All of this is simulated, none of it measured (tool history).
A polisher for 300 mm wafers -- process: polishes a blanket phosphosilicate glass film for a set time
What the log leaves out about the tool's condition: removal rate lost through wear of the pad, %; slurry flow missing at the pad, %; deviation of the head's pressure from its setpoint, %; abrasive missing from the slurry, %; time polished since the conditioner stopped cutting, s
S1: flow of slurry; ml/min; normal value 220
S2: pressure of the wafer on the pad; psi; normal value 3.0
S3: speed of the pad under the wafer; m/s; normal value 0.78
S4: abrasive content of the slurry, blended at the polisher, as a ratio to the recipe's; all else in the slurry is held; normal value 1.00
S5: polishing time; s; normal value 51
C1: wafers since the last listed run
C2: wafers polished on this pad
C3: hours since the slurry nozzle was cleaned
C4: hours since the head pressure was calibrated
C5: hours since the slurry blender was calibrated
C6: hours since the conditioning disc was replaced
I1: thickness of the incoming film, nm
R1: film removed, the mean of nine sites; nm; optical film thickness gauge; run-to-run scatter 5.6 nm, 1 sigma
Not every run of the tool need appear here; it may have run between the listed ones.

{"run": 1, "hour": 0.0, "S1": 180, "S2": 3.0, "S3": 0.78, "S4": 1.0, "S5": 62, "C1": 0, "C2": 264, "C3": 348.4, "C4": 537.2, "C5": 269.1, "C6": 155.4, "I1": 4141.5, "R1": 331.7}
{"run": 2, "hour": 23.9, "S1": 180, "S2": 3.0, "S3": 0.78, "S4": 1.0, "S5": 62, "C1": 175, "C2": 439, "C3": 372.3, "C4": 561.1, "C5": 293.0, "C6": 179.3, "I1": 4164.9, "R1": 324.4}
{"hour": 27.6, "done": "slurry blender recalibrated"}
{"run": 3, "hour": 52.2, "S1": 220, "S2": 3.0, "S3": 0.64, "S4": 1.0, "S5": 51, "C1": 193, "C2": 632, "C3": 400.6, "C4": 589.4, "C5": 24.6, "C6": 207.6, "I1": 4179.8, "R1": 284.9}
{"run": 4, "hour": 65.1, "S1": 220, "S2": 3.0, "S3": 0.64, "S4": 1.0, "S5": 51, "C1": 94, "C2": 727, "C3": 413.5, "C4": 602.3, "C5": 37.5, "C6": 220.5, "I1": 4064.0, "R1": 280.0}
{"hour": 72.0, "done": "worn pad replaced by a new one"}
{"run": 5, "hour": 100.8, "S1": 220, "S2": 3.0, "S3": 0.78, "S4": 1.0, "S5": 51, "C1": 232, "C2": 211, "C3": 449.2, "C4": 638.0, "C5": 73.2, "C6": 256.2, "I1": 4107.4, "R1": 321.1}
{"run": 6, "hour": 134.3, "S1": 220, "S2": 2.7, "S3": 0.78, "S4": 1.0, "S5": 51, "C1": 245, "C2": 457, "C3": 482.7, "C4": 671.5, "C5": 106.7, "C6": 289.7, "I1": 4151.7, "R1": 275.2}
{"run": 7, "hour": 163.4, "S1": 220, "S2": 2.7, "S3": 0.78, "S4": 1.0, "S5": 51, "C1": 213, "C2": 670, "C3": 511.8, "C4": 700.6, "C5": 135.8, "C6": 318.8, "I1": 4093.9, "R1": 266.1}
{"run": 8, "hour": 175.8, "S1": 220, "S2": 3.0, "S3": 0.78, "S4": 1.0, "S5": 61, "C1": 90, "C2": 761, "C3": 524.2, "C4": 713.0, "C5": 148.2, "C6": 331.2, "I1": 4119.1, "R1": 357.9}
{"hour": 188.3, "done": "worn pad replaced by a new one"}
{"run": 9, "hour": 221.0, "S1": 220, "S2": 2.6, "S3": 0.78, "S4": 1.15, "S5": 51, "C1": 302, "C2": 239, "C3": 569.4, "C4": 758.2, "C5": 193.4, "C6": 376.4, "I1": 4039.3, "R1": 270.9}
{"run": 10, "hour": 234.4, "S1": 220, "S2": 3.0, "S3": 0.78, "S4": 1.0, "S5": 51, "C1": 98, "C2": 338, "C3": 582.8, "C4": 771.6, "C5": 206.8, "C6": 389.8, "I1": 4206.9, "R1": 283.3}
{"hour": 247.5, "done": "conditioning disc replaced and pad reconditioned"}
{"hour": 261.5, "done": "slurry nozzle cleaned"}
{"hour": 297.6, "done": "worn pad replaced by a new one"}
{"run": 11, "hour": 307.6, "S1": 150, "S2": 3.0, "S3": 0.78, "S4": 1.15, "S5": 51, "C1": 485, "C2": 73, "C3": 46.1, "C4": 844.8, "C5": 280.0, "C6": 60.1, "I1": 4094.1, "R1": 308.0}
{"hour": 332.5, "done": "head pressure recalibrated"}
{"run": 12, "hour": 336.8, "S1": 220, "S2": 3.0, "S3": 0.52, "S4": 1.0, "S5": 62, "C1": 199, "C2": 272, "C3": 75.3, "C4": 4.3, "C5": 309.2, "C6": 89.3, "I1": 4095.1, "R1": 259.1}
{"hour": 339.3, "done": "slurry blender recalibrated"}
{"run": 13, "hour": 360.4, "S1": 220, "S2": 3.0, "S3": 0.58, "S4": 1.0, "S5": 45, "C1": 158, "C2": 431, "C3": 98.9, "C4": 27.9, "C5": 21.1, "C6": 112.9, "I1": 4071.7, "R1": 251.7}
{"run": 14, "hour": 389.2, "S1": 155, "S2": 3.0, "S3": 0.78, "S4": 1.0, "S5": 62, "C1": 211, "C2": 642, "C3": 127.7, "C4": 56.7, "C5": 49.9, "C6": 141.7, "I1": 4137.6, "R1": 398.1}
{"run": 15, "hour": 411.1, "S1": 220, "S2": 3.6, "S3": 0.98, "S4": 0.7, "S5": 56, "C1": 160, "C2": 803, "C3": 149.6, "C4": 78.6, "C5": 71.8, "C6": 163.6, "I1": 4128.2, "R1": 415.3}
{"hour": 425.1, "done": "worn pad replaced by a new one"}
{"run": 16, "hour": 434.3, "S1": 250, "S2": 3.8, "S3": 0.78, "S4": 1.0, "S5": 42, "C1": 140, "C2": 67, "C3": 172.8, "C4": 101.8, "C5": 95.0, "C6": 186.8, "I1": 4132.5, "R1": 350.4}
{"run": 17, "hour": 450.4, "S1": 220, "S2": 2.6, "S3": 0.52, "S4": 1.0, "S5": 51, "C1": 118, "C2": 185, "C3": 188.9, "C4": 117.9, "C5": 111.1, "C6": 202.9, "I1": 4151.1, "R1": 201.4}
{"run": 18, "hour": 474.0, "S1": 220, "S2": 3.0, "S3": 0.78, "S4": 0.8, "S5": 51, "C1": 173, "C2": 358, "C3": 212.5, "C4": 141.5, "C5": 134.7, "C6": 226.5, "I1": 4158.1, "R1": 280.6}
{"run": 19, "hour": 495.3, "S1": 200, "S2": 2.2, "S3": 1.02, "S4": 1.0, "S5": 34, "C1": 156, "C2": 515, "C3": 233.8, "C4": 162.8, "C5": 156.0, "C6": 247.8, "I1": 4057.3, "R1": 183.3}
{"hour": 522.2, "done": "worn pad replaced by a new one"}
{"run": 20, "hour": 531.2, "S1": 220, "S2": 3.0, "S3": 0.78, "S4": 1.0, "S5": 51, "C1": 234, "C2": 65, "C3": 269.7, "C4": 198.7, "C5": 191.9, "C6": 283.7, "I1": 4089.6, "R1": 298.4}
{"run": 21, "hour": 558.6, "S1": 250, "S2": 3.8, "S3": 0.78, "S4": 1.0, "S5": 42, "C1": 201, "C2": 267, "C3": 297.1, "C4": 226.1, "C5": 219.3, "C6": 311.1, "I1": 4159.2, "R1": 308.7}

Branching from run 21: 3 alternative next runs. What would each branch give?
{"run": "A", "hour": 559.0, "S1": 150, "S2": 3.0, "S3": 0.78, "S4": 1.0, "S5": 51, "C1": 2, "C2": 269, "C3": 297.5, "C4": 226.5, "C5": 219.7, "C6": 311.5, "I1": 4143.5, "R1": "?"}
{"run": "B", "hour": 559.0, "S1": 220, "S2": 3.0, "S3": 0.78, "S4": 1.0, "S5": 45, "C1": 2, "C2": 269, "C3": 297.5, "C4": 226.5, "C5": 219.7, "C6": 311.5, "I1": 4143.5, "R1": "?"}
{"run": "C", "hour": 559.0, "S1": 175, "S2": 3.5, "S3": 0.66, "S4": 0.9, "S5": 51, "C1": 2, "C2": 269, "C3": 297.5, "C4": 226.5, "C5": 219.7, "C6": 311.5, "I1": 4143.5, "R1": "?"}

run=A R1=273.3
run=B R1=262.0
run=C R1=269.9
With no hidden state in the tool, these same runs would have given:
run=A R1=357.8
run=B R1=334.4
run=C R1=353.3
